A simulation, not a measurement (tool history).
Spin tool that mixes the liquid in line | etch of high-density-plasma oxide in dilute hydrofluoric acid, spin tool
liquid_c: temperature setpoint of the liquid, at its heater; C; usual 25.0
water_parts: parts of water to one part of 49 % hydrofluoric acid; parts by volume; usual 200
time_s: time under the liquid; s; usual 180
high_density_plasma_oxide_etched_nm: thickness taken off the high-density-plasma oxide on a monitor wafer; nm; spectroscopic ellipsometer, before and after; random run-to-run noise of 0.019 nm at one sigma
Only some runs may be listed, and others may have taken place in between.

| run | hour | liquid_c | water_parts | time_s | wafers since the last listed run | hours since the thermometer was replaced | hours since the hydrofluoric acid flow meter was replaced | hours since the gauge calibration | read-back film thickness of the high-density-plasma oxide reference wafer, read on the same gauge (nm) | high_density_plasma_oxide_etched_nm |
|---|---|---|---|---|---|---|---|---|---|---|
| 1 | 0.0 | 25.0 | 200 | 180 | 0 | 2540.8 | 1690.6 | 229.4 | 80.00 | 5.31 |
| 2 | 56.0 | 25.0 | 200 | 180 | 454 | 2596.8 | 1746.6 | 285.4 | 79.98 | 5.35 |
| 3 | 104.6 | 25.0 | 200 | 180 | 394 | 2645.4 | 1795.2 | 334.0 | 79.99 | 5.38 |
| 4 | 147.0 | 25.0 | 200 | 180 | 344 | 2687.8 | 1837.6 | 376.4 | 79.99 | 5.37 |
| 5 | 179.2 | 25.0 | 255 | 180 | 261 | 2720.0 | 1869.8 | 408.6 | 79.97 | 4.01 |
| 6 | 241.0 | 25.0 | 255 | 180 | 502 | 2781.8 | 1931.6 | 470.4 | 79.94 | 4.00 |
| 7 | 271.8 | 25.0 | 255 | 180 | 250 | 2812.6 | 1962.4 | 501.2 | 79.97 | 4.00 |
|  | 281.4 | thermometer replaced |
|  | 291.2 | gauge calibrated |
|  | 318.7 | hydrofluoric acid flow meter replaced |
| 8 | 319.2 | 25.0 | 200 | 180 | 368 | 37.8 | 0.5 | 28.0 | 79.98 | 4.58 |
| 9 | 380.7 | 25.0 | 255 | 180 | 499 | 99.3 | 62.0 | 89.5 | 80.03 | 3.38 |
| 10 | 451.3 | 25.0 | 200 | 140 | 573 | 169.9 | 132.6 | 160.1 | 79.99 | 3.61 |
| 11 | 503.4 | 22.5 | 155 | 145 | 423 | 222.0 | 184.7 | 212.2 | 79.99 | 4.62 |

Run 12 has not been measured yet. What should we expect?
| 12 | 561.3 | 25.0 | 200 | 180 | 470 | 279.9 | 242.6 | 270.1 | ? | ? |

{"run 12": {"read-back film thickness of the high-density-plasma oxide reference wafer, read on the same gauge (nm)": 79.99, "high_density_plasma_oxide_etched_nm": 4.68}}
With no hidden state in the tool, this same run would have given high_density_plasma_oxide_etched_nm 4.56 nm.
